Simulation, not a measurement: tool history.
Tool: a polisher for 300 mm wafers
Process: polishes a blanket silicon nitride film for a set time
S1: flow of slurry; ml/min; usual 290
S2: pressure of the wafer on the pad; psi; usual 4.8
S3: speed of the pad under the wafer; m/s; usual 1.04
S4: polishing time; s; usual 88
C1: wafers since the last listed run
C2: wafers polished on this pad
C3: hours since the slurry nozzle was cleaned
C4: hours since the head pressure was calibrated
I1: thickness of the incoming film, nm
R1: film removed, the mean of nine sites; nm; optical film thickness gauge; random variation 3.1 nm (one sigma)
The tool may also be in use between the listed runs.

{"run": 1, "day": 0.0, "S1": 290, "S2": 4.8, "S3": 1.04, "S4": 68, "C1": 0, "C2": 649, "C3": 221.3, "C4": 252.6, "I1": 641.4, "R1": 151.0}
{"run": 2, "day": 3.375, "S1": 290, "S2": 4.8, "S3": 1.04, "S4": 68, "C1": 615, "C2": 1264, "C3": 302.3, "C4": 333.6, "I1": 624.0, "R1": 151.4}
{"run": 3, "day": 5.329, "S1": 260, "S2": 4.8, "S3": 0.9, "S4": 88, "C1": 356, "C2": 1621, "C3": 349.2, "C4": 380.5, "I1": 629.7, "R1": 172.3}
{"run": 4, "day": 7.296, "S1": 260, "S2": 4.8, "S3": 0.9, "S4": 88, "C1": 358, "C2": 1979, "C3": 396.4, "C4": 427.7, "I1": 619.1, "R1": 168.2}
{"run": 5, "day": 10.962, "S1": 290, "S2": 4.8, "S3": 1.16, "S4": 88, "C1": 668, "C2": 2648, "C3": 484.4, "C4": 515.7, "I1": 625.1, "R1": 207.4}
{"run": 6, "day": 12.617, "S1": 260, "S2": 4.8, "S3": 1.04, "S4": 88, "C1": 301, "C2": 2950, "C3": 524.1, "C4": 555.4, "I1": 640.1, "R1": 179.9}
{"day": 13.667, "done": "slurry nozzle cleaned"}
{"day": 14.638, "done": "head pressure recalibrated"}
{"run": 7, "day": 15.854, "S1": 260, "S2": 4.8, "S3": 1.04, "S4": 88, "C1": 567, "C2": 3517, "C3": 52.5, "C4": 29.2, "I1": 634.4, "R1": 184.0}
{"day": 19.288, "done": "worn pad replaced by a new one"}
{"run": 8, "day": 19.475, "S1": 260, "S2": 4.8, "S3": 1.04, "S4": 88, "C1": 629, "C2": 34, "C3": 139.4, "C4": 116.1, "I1": 625.0, "R1": 202.3}
{"run": 9, "day": 25.154, "S1": 290, "S2": 4.8, "S3": 1.04, "S4": 88, "C1": 1035, "C2": 1069, "C3": 275.7, "C4": 252.4, "I1": 628.7, "R1": 199.3}
{"run": 10, "day": 28.546, "S1": 290, "S2": 4.8, "S3": 1.04, "S4": 88, "C1": 618, "C2": 1688, "C3": 357.1, "C4": 333.8, "I1": 626.5, "R1": 190.4}
{"run": 11, "day": 32.096, "S1": 290, "S2": 4.8, "S3": 1.04, "S4": 88, "C1": 647, "C2": 2335, "C3": 442.3, "C4": 419.0, "I1": 627.3, "R1": 187.4}
{"run": 12, "day": 35.079, "S1": 290, "S2": 4.8, "S3": 1.04, "S4": 88, "C1": 544, "C2": 2879, "C3": 513.9, "C4": 490.6, "I1": 635.9, "R1": 188.0}
{"day": 36.217, "done": "slurry nozzle cleaned"}
{"run": 13, "day": 39.217, "S1": 290, "S2": 4.8, "S3": 1.04, "S4": 88, "C1": 746, "C2": 3626, "C3": 72.0, "C4": 589.9, "I1": 628.8, "R1": 192.0}
{"day": 41.088, "done": "head pressure recalibrated"}
{"day": 42.212, "done": "worn pad replaced by a new one"}
{"run": 14, "day": 43.125, "S1": 290, "S2": 4.8, "S3": 1.04, "S4": 88, "C1": 667, "C2": 166, "C3": 165.8, "C4": 48.9, "I1": 628.1, "R1": 205.9}
{"run": 15, "day": 47.392, "S1": 290, "S2": 4.8, "S3": 1.04, "S4": 88, "C1": 778, "C2": 944, "C3": 268.2, "C4": 151.3, "I1": 634.7, "R1": 199.3}
{"run": 16, "day": 50.858, "S1": 290, "S2": 4.8, "S3": 1.04, "S4": 88, "C1": 632, "C2": 1576, "C3": 351.4, "C4": 234.5, "I1": 635.5, "R1": 188.7}
{"run": 17, "day": 53.742, "S1": 290, "S2": 4.8, "S3": 1.04, "S4": 88, "C1": 525, "C2": 2102, "C3": 420.6, "C4": 303.7, "I1": 626.2, "R1": 196.0}
{"run": 18, "day": 56.442, "S1": 290, "S2": 4.8, "S3": 0.84, "S4": 80, "C1": 492, "C2": 2594, "C3": 485.4, "C4": 368.5, "I1": 636.3, "R1": 144.4}
{"run": 19, "day": 58.362, "S1": 290, "S2": 3.6, "S3": 1.16, "S4": 72, "C1": 350, "C2": 2944, "C3": 531.5, "C4": 414.6, "I1": 621.2, "R1": 144.6}
{"day": 59.929, "done": "slurry nozzle cleaned"}
{"run": 20, "day": 62.667, "S1": 290, "S2": 4.8, "S3": 0.8, "S4": 88, "C1": 777, "C2": 3722, "C3": 65.7, "C4": 517.9, "I1": 637.4, "R1": 147.5}
{"run": 21, "day": 64.612, "S1": 235, "S2": 3.4, "S3": 0.88, "S4": 57, "C1": 354, "C2": 4077, "C3": 112.4, "C4": 564.6, "I1": 640.4, "R1": 87.3}
{"day": 66.042, "done": "worn pad replaced by a new one"}
{"run": 22, "day": 67.1, "S1": 290, "S2": 4.8, "S3": 1.04, "S4": 88, "C1": 423, "C2": 192, "C3": 172.1, "C4": 624.3, "I1": 635.4, "R1": 201.3}
{"run": 23, "day": 68.908, "S1": 360, "S2": 6.5, "S3": 0.88, "S4": 107, "C1": 329, "C2": 522, "C3": 215.5, "C4": 667.7, "I1": 641.4, "R1": 262.9}
{"day": 69.329, "done": "head pressure recalibrated"}
{"run": 24, "day": 70.962, "S1": 290, "S2": 4.8, "S3": 0.9, "S4": 63, "C1": 359, "C2": 882, "C3": 264.8, "C4": 39.2, "I1": 625.9, "R1": 120.9}
{"run": 25, "day": 72.471, "S1": 290, "S2": 4.8, "S3": 1.04, "S4": 88, "C1": 275, "C2": 1157, "C3": 301.0, "C4": 75.4, "I1": 627.8, "R1": 197.2}
{"run": 26, "day": 74.562, "S1": 290, "S2": 4.8, "S3": 1.04, "S4": 88, "C1": 381, "C2": 1538, "C3": 351.2, "C4": 125.6, "I1": 626.4, "R1": 186.7}
{"run": 27, "day": 76.925, "S1": 250, "S2": 3.1, "S3": 1.26, "S4": 109, "C1": 430, "C2": 1969, "C3": 407.9, "C4": 182.3, "I1": 631.6, "R1": 213.3}

The next listed run, before its measurement:
{"run": 28, "day": 80.567, "S1": 260, "S2": 4.8, "S3": 1.04, "S4": 88, "C1": 664, "C2": 2633, "C3": 495.3, "C4": 269.7, "I1": 619.5, "R1": "?"}

R1: 184.5 nm
Without the tool's hidden state the same run would have given R1 204.7 nm.

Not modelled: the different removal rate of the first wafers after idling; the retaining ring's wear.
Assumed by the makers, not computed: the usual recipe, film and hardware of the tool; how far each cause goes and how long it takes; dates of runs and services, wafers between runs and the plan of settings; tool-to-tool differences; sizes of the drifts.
